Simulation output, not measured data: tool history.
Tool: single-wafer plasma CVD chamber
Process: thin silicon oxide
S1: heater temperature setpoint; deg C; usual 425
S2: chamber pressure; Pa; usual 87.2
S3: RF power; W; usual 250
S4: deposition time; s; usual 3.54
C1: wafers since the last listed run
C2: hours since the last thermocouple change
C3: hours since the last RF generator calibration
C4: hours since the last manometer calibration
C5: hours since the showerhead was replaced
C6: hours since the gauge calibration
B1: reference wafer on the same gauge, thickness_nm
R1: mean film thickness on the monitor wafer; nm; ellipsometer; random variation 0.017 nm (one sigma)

Run 1, hour 0: usual settings; C1 0; C2 165.5; C3 517.9; C4 128.5; C5 7799.2; C6 1586.6; B1 6.503. Result: R1 5.422 nm.
Run 2, hour 26.3: usual settings; C1 830; C2 191.8; C3 544.2; C4 154.8; C5 7825.5; C6 1612.9; B1 6.505. Result: R1 5.457 nm.
Run 3, hour 87.3: usual settings but S3 275 W; C1 1925; C2 252.8; C3 605.2; C4 215.8; C5 7886.5; C6 1673.9; B1 6.494. Result: R1 5.73 nm.
Run 4, hour 128.2: usual settings but S3 275 W; C1 1290; C2 293.7; C3 646.1; C4 256.7; C5 7927.4; C6 1714.8; B1 6.501. Result: R1 5.732 nm.
Run 5, hour 153.2: usual settings but S3 275 W; C1 788; C2 318.7; C3 671.1; C4 281.7; C5 7952.4; C6 1739.8; B1 6.499. Result: R1 5.729 nm.
At hour 168.1: gauge calibrated.
Run 6, hour 187.2: usual settings but S1 431 deg C, S2 95.3 Pa, S3 235 W, S4 4.17 s; C1 1073; C2 352.7; C3 705.1; C4 315.7; C5 7986.4; C6 19.1; B1 6.5. Result: R1 6.614 nm.
Run 7, hour 251.6: usual settings; C1 2032; C2 417.1; C3 769.5; C4 380.1; C5 8050.8; C6 83.5; B1 6.513. Result: R1 5.395 nm.
Run 8, hour 305.5: usual settings but S2 104.1 Pa; C1 1701; C2 471; C3 823.4; C4 434; C5 8104.7; C6 137.4; B1 6.489. Result: R1 6.265 nm.
Run 9, hour 367.7: usual settings but S1 412 deg C, S2 67.5 Pa, S3 225 W; C1 1962; C2 533.2; C3 885.6; C4 496.2; C5 8166.9; C6 199.6; B1 6.513. Result: R1 4.211 nm.
Run 10, hour 432.6: usual settings but S2 73.7 Pa; C1 2048; C2 598.1; C3 950.5; C4 561.1; C5 8231.8; C6 264.5; B1 6.501. Result: R1 4.735 nm.
Run 11, hour 457.9: usual settings but S1 430 deg C, S2 75.5 Pa, S3 270 W, S4 3.35 s; C1 798; C2 623.4; C3 975.8; C4 586.4; C5 8257.1; C6 289.8; B1 6.488. Result: R1 4.782 nm.
Run 12, hour 489.2: usual settings but S1 413 deg C; C1 987; C2 654.7; C3 1007.1; C4 617.7; C5 8288.4; C6 321.1; B1 6.505. Result: R1 5.488 nm.
At hour 533.2: RF generator calibrated.
Run 13, hour 542: usual settings but S3 275 W, S4 3.91 s; C1 1413; C2 707.5; C3 8.8; C4 670.5; C5 8341.2; C6 373.9; B1 6.497. Result: R1 6.485 nm.
Run 14, hour 612.1: usual settings but S2 79.1 Pa, S4 3.06 s; C1 2212; C2 777.6; C3 78.9; C4 740.6; C5 8411.3; C6 444; B1 6.505. Result: R1 4.407 nm.

Run 15 comes next. What will it give?
Run 15, hour 666.7: usual settings; C1 1723; C2 832.2; C3 133.5; C4 795.2; C5 8465.9; C6 498.6; B1 ?. Result: R1 ?.

Run 15 gave B1 6.495, R1 5.513 nm.
Without the tool's hidden state the same run would have given R1 5.562 nm.
